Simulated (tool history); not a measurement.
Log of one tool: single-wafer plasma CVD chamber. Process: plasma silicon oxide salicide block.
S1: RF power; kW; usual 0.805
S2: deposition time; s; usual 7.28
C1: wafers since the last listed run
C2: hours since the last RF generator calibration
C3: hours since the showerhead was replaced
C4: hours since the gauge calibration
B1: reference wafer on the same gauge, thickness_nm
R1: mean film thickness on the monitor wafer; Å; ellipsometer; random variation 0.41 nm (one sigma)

run    hour     S1    S2    C1      C2      C3     C4      B1      R1
  1     0.0  0.805  7.28     0  1593.8  2847.1  412.1  85.876  825.11
  2    46.7  0.805  7.28  1445  1640.5  2893.8  458.8  85.799  826.24
  3   101.4  0.805  7.28  1693  1695.2  2948.5  513.5  85.800  827.50
  4   126.4  0.805  7.28   773  1720.2  2973.5  538.5  85.803  827.69
  5   182.0  0.805  7.28  1720  1775.8  3029.1  594.1  85.874  826.89
  6   210.4  0.730  6.55   879  1804.2  3057.5  622.5  85.790  737.54
  7   251.7  0.805  6.40  1278  1845.5  3098.8  663.8  85.862  732.88
  8   293.3  0.805  7.28  1287  1887.1  3140.4  705.4  85.918  824.17
  9   338.7  0.805  7.28  1405  1932.5  3185.8  750.8  85.634  830.01
      494.7  -- RF generator calibrated
      510.8  -- gauge calibrated
 10   517.1  0.805  7.28  5274    22.4  3364.2    6.3  85.835  838.34
 11   563.1  0.805  8.04  1423    68.4  3410.2   52.3  85.795  921.19
      588.1  -- showerhead replaced
 12   629.1  0.805  8.04  1795   134.4    41.0  118.3  85.889  923.53
 13   660.1  0.660  7.94   959   165.4    72.0  149.3  85.801  874.87
 14   705.5  0.805  6.90  1405   210.8   117.4  194.7  86.004  789.76
 15   747.5  0.935  7.98  1299   252.8   159.4  236.7  85.855  935.06
 16   802.9  0.805  7.28  1714   308.2   214.8  292.1  85.731  824.95
 17   944.2  0.805  7.28  4373   449.5   356.1  433.4  85.878  838.10
 18   968.8  0.805  7.28   761   474.1   380.7  458.0  85.918  841.22
 19  1000.2  0.855  6.71   971   505.5   412.1  489.4  85.963  781.07
 20  1038.9  0.935  7.28  1197   544.2   450.8  528.1  85.670  857.70
 21  1068.9  0.805  8.54   928   574.2   480.8  558.1  85.859  975.26
 22  1116.8  0.805  7.28  1482   622.1   528.7  606.0  85.818  834.18
 23  1149.8  0.805  8.04  1021   655.1   561.7  639.0  85.925  920.16
 24  1217.3  0.945  8.41  2089   722.6   629.2  706.5  85.694  983.08

Hidden state at the last listed run before each entry between runs and at the first one after, where it differs:
Between runs 9 and 10: RF generator calibrated (hour 494.7); gauge calibrated (hour 510.8)
  no hidden state differs between the two runs
Between runs 11 and 12: showerhead replaced (hour 588.1)
  no hidden state differs between the two runs
